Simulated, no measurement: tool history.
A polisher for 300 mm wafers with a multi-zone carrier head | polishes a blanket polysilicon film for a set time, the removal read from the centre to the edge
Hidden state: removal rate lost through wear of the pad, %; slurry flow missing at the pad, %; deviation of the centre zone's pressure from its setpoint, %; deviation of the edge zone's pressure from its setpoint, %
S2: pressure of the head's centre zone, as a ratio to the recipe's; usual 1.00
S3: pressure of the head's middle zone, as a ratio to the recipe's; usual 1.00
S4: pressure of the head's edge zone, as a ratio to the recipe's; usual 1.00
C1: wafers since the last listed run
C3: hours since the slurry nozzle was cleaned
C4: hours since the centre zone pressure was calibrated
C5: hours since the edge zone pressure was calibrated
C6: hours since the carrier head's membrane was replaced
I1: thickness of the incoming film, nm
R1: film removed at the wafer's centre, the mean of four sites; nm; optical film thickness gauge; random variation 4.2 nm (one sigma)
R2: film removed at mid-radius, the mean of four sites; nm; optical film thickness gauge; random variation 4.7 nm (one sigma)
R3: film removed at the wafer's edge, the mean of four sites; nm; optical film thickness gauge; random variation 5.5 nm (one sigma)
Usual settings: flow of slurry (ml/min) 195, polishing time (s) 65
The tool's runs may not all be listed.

Run 1, day 0.000: usual settings but flow of slurry (ml/min) 215; C1 0; wafers polished on this pad 488; C3 212.7; C4 575.3; C5 513.8; C6 388.3; I1 1668.4. Result: R1 446.8 nm, R2 480.0 nm, R3 472.4 nm.
Run 2, day 2.454: usual settings but flow of slurry (ml/min) 215; C1 482; wafers polished on this pad 971; C3 271.6; C4 634.2; C5 572.7; C6 447.2; I1 1634.2. Result: R1 436.2 nm, R2 480.9 nm, R3 470.2 nm.
Run 3, day 5.054: usual settings; C1 511; wafers polished on this pad 1482; C3 334.0; C4 696.6; C5 635.1; C6 509.6; I1 1642.5. Result: R1 420.7 nm, R2 471.6 nm, R3 462.9 nm.
At day 6.967: centre zone pressure recalibrated.
At day 8.117: carrier head's membrane replaced by a new one.
Run 4, day 8.138: usual settings; C1 549; wafers polished on this pad 2031; C3 408.0; C4 28.1; C5 709.1; C6 0.5; I1 1633.0. Result: R1 470.8 nm, R2 466.7 nm, R3 471.4 nm.
At day 8.338: worn pad replaced by a new one.
At day 8.925: edge zone pressure recalibrated.
Run 5, day 10.054: usual settings but flow of slurry (ml/min) 160; C1 327; wafers polished on this pad 321; C3 454.0; C4 74.1; C5 27.1; C6 46.5; I1 1621.7. Result: R1 457.7 nm, R2 462.9 nm, R3 441.7 nm.
At day 11.750: slurry nozzle cleaned.
Run 6, day 12.275: usual settings but polishing time (s) 60; C1 428; wafers polished on this pad 750; C3 12.6; C4 127.4; C5 80.4; C6 99.8; I1 1643.4. Result: R1 437.9 nm, R2 438.1 nm, R3 431.2 nm.
At day 20.200: worn pad replaced by a new one, of another model than before.
Run 7, day 20.229: usual settings but polishing time (s) 60; C1 1531; wafers polished on this pad 5; C3 203.5; C4 318.3; C5 271.3; C6 290.7; I1 1649.3. Result: R1 424.6 nm, R2 431.7 nm, R3 432.2 nm.
Run 8, day 21.608: usual settings but S2 0.93, polishing time (s) 79; C1 271; wafers polished on this pad 276; C3 236.6; C4 351.4; C5 304.4; C6 323.8; I1 1630.5. Result: R1 520.2 nm, R2 573.0 nm, R3 563.5 nm.
Run 9, day 24.562: usual settings but S2 0.93, polishing time (s) 79; C1 581; wafers polished on this pad 857; C3 307.5; C4 422.3; C5 375.3; C6 394.7; I1 1654.8. Result: R1 509.5 nm, R2 561.6 nm, R3 577.3 nm.
Run 10, day 26.892: usual settings but polishing time (s) 79; C1 458; wafers polished on this pad 1315; C3 363.4; C4 478.2; C5 431.2; C6 450.6; I1 1655.2. Result: R1 541.7 nm, R2 565.5 nm, R3 565.9 nm.
Run 11, day 28.608: usual settings but S4 0.89; C1 337; wafers polished on this pad 1653; C3 404.6; C4 519.4; C5 472.4; C6 491.8; I1 1652.5. Result: R1 444.5 nm, R2 463.9 nm, R3 432.3 nm.
At day 29.512: slurry nozzle cleaned.
Run 12, day 30.821: usual settings but S2 0.94, S3 0.93, S4 0.96; C1 427; wafers polished on this pad 2080; C3 31.4; C4 572.5; C5 525.5; C6 544.9; I1 1620.6. Result: R1 401.3 nm, R2 442.9 nm, R3 455.9 nm.
At day 31.583: worn pad replaced by a new one.
At day 31.929: carrier head's membrane replaced by a new one.
Run 13, day 33.658: usual settings but S3 1.11, polishing time (s) 85; C1 484; wafers polished on this pad 366; C3 99.5; C4 640.6; C5 593.6; C6 41.5; I1 1632.5. Result: R1 548.5 nm, R2 649.3 nm, R3 599.2 nm.
At day 35.950: centre zone pressure recalibrated.
At day 39.662: edge zone pressure recalibrated.
Run 14, day 41.392: usual settings but S3 1.10, S4 1.05; C1 1488; wafers polished on this pad 1855; C3 285.1; C4 130.6; C5 41.5; C6 227.1; I1 1661.3. Result: R1 463.3 nm, R2 503.3 nm, R3 481.7 nm.
At day 41.883: worn pad replaced by a new one.
Run 15, day 43.804: usual settings but flow of slurry (ml/min) 260, S2 0.88, S3 1.05; C1 441; wafers polished on this pad 377; C3 343.0; C4 188.5; C5 99.4; C6 285.0; I1 1639.3. Result: R1 420.5 nm, R2 487.0 nm, R3 470.0 nm.
Run 16, day 45.683: usual settings but flow of slurry (ml/min) 260, S3 1.09; C1 369; wafers polished on this pad 747; C3 388.1; C4 233.6; C5 144.5; C6 330.1; I1 1648.7. Result: R1 468.1 nm, R2 511.3 nm, R3 477.5 nm.
Run 17, day 48.308: usual settings; C1 516; wafers polished on this pad 1263; C3 451.1; C4 296.6; C5 207.5; C6 393.1; I1 1635.8. Result: R1 456.6 nm, R2 471.1 nm, R3 459.3 nm.
Run 18, day 49.996: usual settings but flow of slurry (ml/min) 175, S3 1.07; C1 331; wafers polished on this pad 1595; C3 491.6; C4 337.1; C5 248.0; C6 433.6; I1 1670.5. Result: R1 454.7 nm, R2 495.7 nm, R3 460.6 nm.
At day 50.196: slurry nozzle cleaned.
At day 52.029: worn pad replaced by a new one.
Run 19, day 52.333: usual settings; C1 418; wafers polished on this pad 59; C3 51.3; C4 393.2; C5 304.1; C6 489.7; I1 1651.2. Result: R1 449.4 nm, R2 461.7 nm, R3 465.7 nm.

Hidden state or all else? Some run-to-run changes of R1, split into what the settings, what came in and random variation would give without the hidden state, and what is left for the hidden state (with any gauge scatter that isn't in both results):
Run 12 -> 13: S2 0.94 -> 1.00, S3 0.93 -> 1.11, S4 0.96 -> 1.00, polishing time (s) 65 -> 85, worn pad replaced by a new one, carrier head's membrane replaced by a new one. R1 +147.2 nm: hidden state -28.4, all else +175.6.
Run 13 -> 14: S3 1.11 -> 1.10, S4 1.00 -> 1.05, polishing time (s) 85 -> 65, centre zone pressure recalibrated, edge zone pressure recalibrated. R1 -85.2 nm: hidden state +59.5, all else -144.7.
